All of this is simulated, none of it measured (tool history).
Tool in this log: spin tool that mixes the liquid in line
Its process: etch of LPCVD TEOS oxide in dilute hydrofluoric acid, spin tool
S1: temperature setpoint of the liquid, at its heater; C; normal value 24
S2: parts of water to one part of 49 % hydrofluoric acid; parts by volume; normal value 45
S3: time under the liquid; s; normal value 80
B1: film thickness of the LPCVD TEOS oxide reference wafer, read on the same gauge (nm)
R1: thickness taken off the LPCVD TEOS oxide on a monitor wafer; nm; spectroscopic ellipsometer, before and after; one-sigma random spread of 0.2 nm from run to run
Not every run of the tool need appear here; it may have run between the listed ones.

run 1 hour=0 | S1=24 S2=45 S3=80 | B1=99.96 | R1=41.18
run 2 hour=18.4 | S1=24 S2=45 S3=80 | B1=100.02 | R1=41.4
run 3 hour=40.3 | S1=24 S2=45 S3=80 | B1=99.98 | R1=41.36
run 4 hour=58.4 | S1=24 S2=45 S3=80 | B1=100.03 | R1=41.48
run 5 hour=81.3 | S1=24 S2=45 S3=80 | B1=99.96 | R1=41.74
run 6 hour=97.9 | S1=24 S2=45 S3=80 | B1=99.99 | R1=41.72
run 7 hour=132.9 | S1=24 S2=45 S3=80 | B1=100.01 | R1=42.06
-- hour=140.8 hydrofluoric acid flow meter replaced
-- hour=143.5 thermometer replaced
run 8 hour=232.4 | S1=26 S2=45 S3=80 | B1=100.02 | R1=40.04
run 9 hour=260.2 | S1=26 S2=45 S3=80 | B1=100.02 | R1=39.98
-- hour=270.6 gauge calibrated
run 10 hour=273.2 | S1=22 S2=30 S3=80 | B1=100.02 | R1=52.13
run 11 hour=304.2 | S1=20.5 S2=40 S3=60 | B1=100.03 | R1=27.06
run 12 hour=321 | S1=24 S2=45 S3=80 | B1=100.03 | R1=37.13
run 13 hour=337.4 | S1=26 S2=60 S3=125 | B1=100 | R1=46.43
run 14 hour=359.3 | S1=24 S2=60 S3=80 | B1=99.99 | R1=27.36
run 15 hour=384.3 | S1=24 S2=50 S3=80 | B1=99.98 | R1=33.53
run 16 hour=408.8 | S1=28.5 S2=55 S3=45 | B1=99.98 | R1=20.38
run 17 hour=424 | S1=24 S2=35 S3=110 | B1=99.98 | R1=67.53
run 18 hour=445.2 | S1=24 S2=45 S3=80 | B1=99.96 | R1=37.47

Below are 3 alternative next runs, each starting from the tool's condition after run 18. Predict each:
run A hour=445.6 | S1=24 S2=45 S3=80 | B1=? | R1=?
run B hour=445.6 | S1=24 S2=45 S3=130 | B1=? | R1=?
run C hour=445.6 | S1=24 S2=35 S3=80 | B1=? | R1=?

run=A B1=100.02 R1=37.63
run=B B1=100.02 R1=61.14
run=C B1=100.02 R1=49.01
Without the tool's unlogged condition, the same runs would have read:
run=A R1=36.31
run=B R1=59
run=C R1=47.31
